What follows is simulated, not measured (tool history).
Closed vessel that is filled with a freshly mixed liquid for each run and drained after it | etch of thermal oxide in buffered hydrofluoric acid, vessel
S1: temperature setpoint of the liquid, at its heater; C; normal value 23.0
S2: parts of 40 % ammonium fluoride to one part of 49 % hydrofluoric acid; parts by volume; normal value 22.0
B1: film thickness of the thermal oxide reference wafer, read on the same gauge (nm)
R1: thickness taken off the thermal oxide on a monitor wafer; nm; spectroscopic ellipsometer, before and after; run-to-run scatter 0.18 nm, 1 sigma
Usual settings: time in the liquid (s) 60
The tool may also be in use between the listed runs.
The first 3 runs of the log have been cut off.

{"run": 4, "hour": 229.5, "S1": 23.0, "S2": 22.0, "time in the liquid (s)": 60, "B1": 30.01, "R1": 30.34}
{"run": 5, "hour": 335.6, "S1": 23.0, "S2": 22.0, "time in the liquid (s)": 60, "B1": 30.01, "R1": 29.83}
{"run": 6, "hour": 376.5, "S1": 23.0, "S2": 22.0, "time in the liquid (s)": 60, "B1": 30.02, "R1": 29.99}
{"run": 7, "hour": 462.5, "S1": 23.0, "S2": 22.0, "time in the liquid (s)": 60, "B1": 29.97, "R1": 30.35}
{"run": 8, "hour": 521.5, "S1": 23.0, "S2": 19.5, "time in the liquid (s)": 60, "B1": 30.03, "R1": 32.9}
{"run": 9, "hour": 565.5, "S1": 23.0, "S2": 19.5, "time in the liquid (s)": 60, "B1": 30.0, "R1": 32.76}
{"hour": 599.8, "done": "thermometer replaced"}
{"run": 10, "hour": 606.4, "S1": 23.0, "S2": 19.5, "time in the liquid (s)": 60, "B1": 30.01, "R1": 33.06}
{"hour": 687.7, "done": "hydrofluoric acid flow meter replaced"}
{"run": 11, "hour": 699.3, "S1": 23.0, "S2": 22.0, "time in the liquid (s)": 60, "B1": 29.99, "R1": 30.09}
{"run": 12, "hour": 778.6, "S1": 23.0, "S2": 22.0, "time in the liquid (s)": 60, "B1": 30.03, "R1": 30.04}
{"run": 13, "hour": 833.1, "S1": 21.0, "S2": 22.0, "time in the liquid (s)": 45, "B1": 29.97, "R1": 20.19}
{"run": 14, "hour": 904.7, "S1": 21.0, "S2": 22.0, "time in the liquid (s)": 45, "B1": 30.0, "R1": 20.05}
{"run": 15, "hour": 947.4, "S1": 21.0, "S2": 22.0, "time in the liquid (s)": 45, "B1": 29.98, "R1": 20.16}
{"hour": 969.9, "done": "gauge calibrated"}
{"run": 16, "hour": 1018.0, "S1": 23.0, "S2": 29.0, "time in the liquid (s)": 60, "B1": 30.03, "R1": 24.86}
{"run": 17, "hour": 1123.4, "S1": 26.5, "S2": 22.0, "time in the liquid (s)": 70, "B1": 29.98, "R1": 42.56}
{"run": 18, "hour": 1192.4, "S1": 28.0, "S2": 30.0, "time in the liquid (s)": 90, "B1": 30.01, "R1": 47.69}
{"run": 19, "hour": 1239.1, "S1": 23.0, "S2": 22.0, "time in the liquid (s)": 60, "B1": 29.99, "R1": 29.93}
{"run": 20, "hour": 1296.8, "S1": 21.5, "S2": 14.5, "time in the liquid (s)": 60, "B1": 29.97, "R1": 40.92}
{"run": 21, "hour": 1400.5, "S1": 23.0, "S2": 22.0, "time in the liquid (s)": 60, "B1": 29.98, "R1": 30.08}
{"run": 22, "hour": 1472.2, "S1": 20.5, "S2": 17.5, "time in the liquid (s)": 95, "B1": 30.0, "R1": 50.52}
{"run": 23, "hour": 1559.7, "S1": 20.5, "S2": 22.0, "time in the liquid (s)": 60, "B1": 29.97, "R1": 26.57}
{"run": 24, "hour": 1633.2, "S1": 23.0, "S2": 22.0, "time in the liquid (s)": 40, "B1": 29.99, "R1": 19.91}
{"run": 25, "hour": 1712.4, "S1": 23.0, "S2": 22.0, "time in the liquid (s)": 60, "B1": 30.02, "R1": 29.96}
{"run": 26, "hour": 1777.0, "S1": 23.0, "S2": 29.0, "time in the liquid (s)": 90, "B1": 29.97, "R1": 37.54}
{"run": 27, "hour": 1831.6, "S1": 23.0, "S2": 15.0, "time in the liquid (s)": 60, "B1": 30.01, "R1": 43.09}
{"run": 28, "hour": 1910.7, "S1": 19.0, "S2": 22.0, "time in the liquid (s)": 30, "B1": 29.97, "R1": 11.99}

Expected results for the next run?
{"run": 29, "hour": 2035.0, "S1": 26.5, "S2": 17.5, "time in the liquid (s)": 30, "B1": "?", "R1": "?"}

{"run 29": {"B1": 29.98, "R1": 22.17}}
Were there no unlogged condition in the tool, this run, its random variation unchanged, would have produced R1 22.17 nm.

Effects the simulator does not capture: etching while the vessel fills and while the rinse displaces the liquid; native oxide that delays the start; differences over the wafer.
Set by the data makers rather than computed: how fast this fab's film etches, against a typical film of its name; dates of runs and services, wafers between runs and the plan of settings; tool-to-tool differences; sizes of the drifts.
